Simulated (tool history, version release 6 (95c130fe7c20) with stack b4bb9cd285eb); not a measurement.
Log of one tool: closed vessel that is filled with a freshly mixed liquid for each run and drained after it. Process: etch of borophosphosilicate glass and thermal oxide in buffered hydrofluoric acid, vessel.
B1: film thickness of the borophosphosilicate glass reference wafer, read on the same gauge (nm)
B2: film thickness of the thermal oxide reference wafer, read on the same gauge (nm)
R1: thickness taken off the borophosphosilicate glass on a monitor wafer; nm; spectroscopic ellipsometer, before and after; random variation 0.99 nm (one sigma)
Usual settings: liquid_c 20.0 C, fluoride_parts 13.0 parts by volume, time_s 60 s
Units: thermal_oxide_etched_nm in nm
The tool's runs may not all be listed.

run 1 hour=0.0 | liquid_c=20.0 fluoride_parts=13.0 time_s=60 | B1=80.02 B2=69.98 | R1=107.05 thermal_oxide_etched_nm=40.10
run 2 hour=46.8 | liquid_c=20.0 fluoride_parts=13.0 time_s=60 | B1=80.03 B2=70.02 | R1=105.44 thermal_oxide_etched_nm=39.29
run 3 hour=95.4 | liquid_c=20.0 fluoride_parts=13.0 time_s=60 | B1=80.03 B2=69.98 | R1=107.75 thermal_oxide_etched_nm=39.34
run 4 hour=131.7 | liquid_c=20.0 fluoride_parts=13.0 time_s=60 | B1=79.93 B2=70.00 | R1=107.86 thermal_oxide_etched_nm=39.72
run 5 hour=213.7 | liquid_c=20.0 fluoride_parts=13.0 time_s=60 | B1=80.00 B2=69.98 | R1=105.25 thermal_oxide_etched_nm=39.43
run 6 hour=522.0 | liquid_c=24.0 fluoride_parts=13.0 time_s=60 | B1=80.00 B2=70.00 | R1=132.71 thermal_oxide_etched_nm=48.89
run 7 hour=576.6 | liquid_c=17.5 fluoride_parts=13.0 time_s=60 | B1=79.93 B2=70.00 | R1=94.11 thermal_oxide_etched_nm=34.19
run 8 hour=639.5 | liquid_c=20.0 fluoride_parts=13.0 time_s=60 | B1=80.00 B2=70.00 | R1=107.67 thermal_oxide_etched_nm=39.38
run 9 hour=743.0 | liquid_c=20.0 fluoride_parts=13.0 time_s=60 | B1=80.05 B2=69.99 | R1=108.34 thermal_oxide_etched_nm=39.43
run 10 hour=1054.2 | liquid_c=20.0 fluoride_parts=13.0 time_s=60 | B1=80.04 B2=69.99 | R1=106.98 thermal_oxide_etched_nm=39.18
run 11 hour=1119.3 | liquid_c=20.0 fluoride_parts=13.0 time_s=60 | B1=80.00 B2=70.02 | R1=108.91 thermal_oxide_etched_nm=38.81
run 12 hour=1161.0 | liquid_c=23.0 fluoride_parts=13.0 time_s=60 | B1=79.99 B2=70.00 | R1=125.37 thermal_oxide_etched_nm=45.84
run 13 hour=1211.1 | liquid_c=17.5 fluoride_parts=13.0 time_s=70 | B1=80.04 B2=70.04 | R1=109.35 thermal_oxide_etched_nm=39.93
run 14 hour=1284.0 | liquid_c=20.0 fluoride_parts=13.0 time_s=45 | B1=79.96 B2=70.03 | R1=81.15 thermal_oxide_etched_nm=29.73
run 15 hour=1323.3 | liquid_c=24.5 fluoride_parts=10.0 time_s=80 | B1=80.05 B2=69.97 | R1=235.23 thermal_oxide_etched_nm=86.97
run 16 hour=1377.7 | liquid_c=20.0 fluoride_parts=16.0 time_s=40 | B1=79.99 B2=70.00 | R1=58.45 thermal_oxide_etched_nm=21.19
run 17 hour=1453.2 | liquid_c=21.5 fluoride_parts=17.0 time_s=60 | B1=80.06 B2=70.02 | R1=89.10 thermal_oxide_etched_nm=33.26
run 18 hour=1558.5 | liquid_c=20.0 fluoride_parts=13.0 time_s=60 | B1=79.97 B2=69.96 | R1=106.68 thermal_oxide_etched_nm=40.42
run 19 hour=1796.2 | liquid_c=17.0 fluoride_parts=14.5 time_s=30 | B1=80.00 B2=70.03 | R1=40.80 thermal_oxide_etched_nm=15.11
run 20 hour=1840.8 | liquid_c=20.0 fluoride_parts=13.0 time_s=60 | B1=80.00 B2=69.99 | R1=109.59 thermal_oxide_etched_nm=39.71
run 21 hour=1910.5 | liquid_c=22.0 fluoride_parts=11.0 time_s=40 | B1=80.07 B2=70.03 | R1=93.73 thermal_oxide_etched_nm=35.08
run 22 hour=1987.9 | liquid_c=17.0 fluoride_parts=13.0 time_s=60 | B1=80.02 B2=69.99 | R1=90.80 thermal_oxide_etched_nm=33.66
run 23 hour=2026.4 | liquid_c=24.5 fluoride_parts=10.0 time_s=80 | B1=80.00 B2=70.01 | R1=234.66 thermal_oxide_etched_nm=86.30
run 24 hour=2297.8 | liquid_c=20.0 fluoride_parts=13.0 time_s=60 | B1=79.96 B2=70.00 | R1=107.02 thermal_oxide_etched_nm=38.94
run 25 hour=2397.4 | liquid_c=23.5 fluoride_parts=13.0 time_s=45 | B1=79.95 B2=69.98 | R1=96.85 thermal_oxide_etched_nm=36.20
run 26 hour=2434.1 | liquid_c=22.5 fluoride_parts=13.0 time_s=95 | B1=79.96 B2=70.00 | R1=196.61 thermal_oxide_etched_nm=71.58

Taken out of this log: 5 entries between the listed runs. Where each belongs, and how the hidden state differs across it:
Between runs 7 and 8: hydrofluoric acid flow meter replaced (hour 594.7)
  no hidden state differs between the two runs
Between runs 9 and 10: thermometer replaced (hour 1019.9)
  no hidden state differs between the two runs
Between runs 17 and 18: gauge calibrated (hour 1461.6); hydrofluoric acid flow meter replaced (hour 1505.2)
  no hidden state differs between the two runs
Between runs 24 and 25: hydrofluoric acid flow meter replaced (hour 2371.0)
  no hidden state differs between the two runs
